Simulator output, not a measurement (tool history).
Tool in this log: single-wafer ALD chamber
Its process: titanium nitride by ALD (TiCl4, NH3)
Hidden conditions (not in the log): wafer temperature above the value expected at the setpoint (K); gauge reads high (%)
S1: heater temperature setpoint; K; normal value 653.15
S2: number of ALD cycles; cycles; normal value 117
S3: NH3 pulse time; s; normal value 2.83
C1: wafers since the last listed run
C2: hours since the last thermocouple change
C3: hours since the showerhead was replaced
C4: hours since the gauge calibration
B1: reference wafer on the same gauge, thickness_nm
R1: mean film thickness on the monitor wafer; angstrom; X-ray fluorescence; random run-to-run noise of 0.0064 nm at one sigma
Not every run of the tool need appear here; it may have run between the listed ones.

run 1 hour=0 | S1=653.15 S2=117 S3=2.83 | C1=0 C2=2478.5 C3=5614.7 C4=71.3 | B1=2.382 | R1=25.76
run 2 hour=13.6 | S1=653.15 S2=117 S3=2.83 | C1=32 C2=2492.1 C3=5628.3 C4=84.9 | B1=2.385 | R1=25.9
run 3 hour=67.5 | S1=653.15 S2=117 S3=2.83 | C1=130 C2=2546 C3=5682.2 C4=138.8 | B1=2.391 | R1=25.96
run 4 hour=84.1 | S1=653.15 S2=102 S3=2.83 | C1=40 C2=2562.6 C3=5698.8 C4=155.4 | B1=2.391 | R1=22.57
run 5 hour=94.5 | S1=653.15 S2=102 S3=2.83 | C1=25 C2=2573 C3=5709.2 C4=165.8 | B1=2.393 | R1=22.66
run 6 hour=102.2 | S1=653.15 S2=102 S3=2.83 | C1=18 C2=2580.7 C3=5716.9 C4=173.5 | B1=2.394 | R1=22.67
run 7 hour=115 | S1=653.15 S2=117 S3=2.83 | C1=31 C2=2593.5 C3=5729.7 C4=186.3 | B1=2.395 | R1=26.1
run 8 hour=127.5 | S1=653.15 S2=117 S3=2.83 | C1=30 C2=2606 C3=5742.2 C4=198.8 | B1=2.395 | R1=25.92
run 9 hour=140.3 | S1=653.15 S2=117 S3=2.83 | C1=31 C2=2618.8 C3=5755 C4=211.6 | B1=2.396 | R1=26.02
run 10 hour=147.1 | S1=653.15 S2=117 S3=2.83 | C1=16 C2=2625.6 C3=5761.8 C4=218.4 | B1=2.397 | R1=25.98
run 11 hour=157.4 | S1=658.15 S2=133 S3=2.83 | C1=24 C2=2635.9 C3=5772.1 C4=228.7 | B1=2.398 | R1=29.6
run 12 hour=172.7 | S1=658.15 S2=133 S3=2.83 | C1=37 C2=2651.2 C3=5787.4 C4=244 | B1=2.397 | R1=29.59
run 13 hour=180.5 | S1=653.15 S2=117 S3=2.83 | C1=18 C2=2659 C3=5795.2 C4=251.8 | B1=2.398 | R1=25.97
run 14 hour=189.6 | S1=653.15 S2=117 S3=2.83 | C1=22 C2=2668.1 C3=5804.3 C4=260.9 | B1=2.397 | R1=25.91
-- hour=201.6 thermocouple changed; heater temperature recalibrated
-- hour=209.3 showerhead replaced
run 15 hour=209.8 | S1=653.15 S2=117 S3=2.35 | C1=10 C2=8.2 C3=0.5 C4=281.1 | B1=2.398 | R1=25.78
run 16 hour=222.9 | S1=653.15 S2=137 S3=2.83 | C1=31 C2=21.3 C3=13.6 C4=294.2 | B1=2.398 | R1=30.45
run 17 hour=234.5 | S1=665.15 S2=117 S3=2.83 | C1=28 C2=32.9 C3=25.2 C4=305.8 | B1=2.398 | R1=26.23
-- hour=236.3 gauge calibrated
run 18 hour=240.6 | S1=667.15 S2=117 S3=2.83 | C1=14 C2=39 C3=31.3 C4=4.3 | B1=2.372 | R1=26.04
run 19 hour=255.4 | S1=653.15 S2=99 S3=2.14 | C1=35 C2=53.8 C3=46.1 C4=19.1 | B1=2.376 | R1=21.41
run 20 hour=261.9 | S1=667.15 S2=124 S3=3.93 | C1=15 C2=60.3 C3=52.6 C4=25.6 | B1=2.377 | R1=27.9
run 21 hour=275.3 | S1=641.15 S2=117 S3=1.89 | C1=32 C2=73.7 C3=66 C4=39 | B1=2.381 | R1=24.62
run 22 hour=282.4 | S1=666.15 S2=109 S3=2.83 | C1=17 C2=80.8 C3=73.1 C4=46.1 | B1=2.381 | R1=24.23
run 23 hour=291.2 | S1=653.15 S2=128 S3=1.85 | C1=21 C2=89.6 C3=81.9 C4=54.9 | B1=2.383 | R1=27.54
run 24 hour=301 | S1=667.15 S2=107 S3=2.35 | C1=23 C2=99.4 C3=91.7 C4=64.7 | B1=2.385 | R1=23.62
run 25 hour=314.5 | S1=653.15 S2=117 S3=2.83 | C1=32 C2=112.9 C3=105.2 C4=78.2 | B1=2.388 | R1=25.85
run 26 hour=324.4 | S1=648.15 S2=128 S3=3.35 | C1=23 C2=122.8 C3=115.1 C4=88.1 | B1=2.389 | R1=28.39
run 27 hour=337.4 | S1=653.15 S2=137 S3=2.83 | C1=31 C2=135.8 C3=128.1 C4=101.1 | B1=2.388 | R1=30.18
run 28 hour=346.3 | S1=653.15 S2=117 S3=2.83 | C1=21 C2=144.7 C3=137 C4=110 | B1=2.391 | R1=25.93
run 29 hour=353.6 | S1=653.15 S2=136 S3=2.83 | C1=17 C2=152 C3=144.3 C4=117.3 | B1=2.392 | R1=30.2
run 30 hour=367.9 | S1=648.15 S2=101 S3=2.44 | C1=34 C2=166.3 C3=158.6 C4=131.6 | B1=2.393 | R1=22.18

Each row is a separate what-if for the run after 30, all from the same tool condition, not one after another. Results?
run A hour=368.6 | S1=653.15 S2=117 S3=1.81 | C1=1 C2=167 C3=159.3 C4=132.3 | B1=? | R1=?
run B hour=368.6 | S1=668.15 S2=109 S3=3.82 | C1=1 C2=167 C3=159.3 C4=132.3 | B1=? | R1=?
run C hour=368.6 | S1=662.15 S2=131 S3=2.2 | C1=1 C2=167 C3=159.3 C4=132.3 | B1=? | R1=?
run D hour=368.6 | S1=649.15 S2=124 S3=1.96 | C1=1 C2=167 C3=159.3 C4=132.3 | B1=? | R1=?
run E hour=368.6 | S1=639.15 S2=117 S3=2.04 | C1=1 C2=167 C3=159.3 C4=132.3 | B1=? | R1=?

run=A B1=2.393 R1=25.29
run=B B1=2.393 R1=24.71
run=C B1=2.393 R1=28.93
run=D B1=2.393 R1=26.83
run=E B1=2.393 R1=24.86
Without the tool's unlogged condition, the same runs would have read:
run=A R1=25.06
run=B R1=24.48
run=C R1=28.66
run=D R1=26.58
run=E R1=24.63
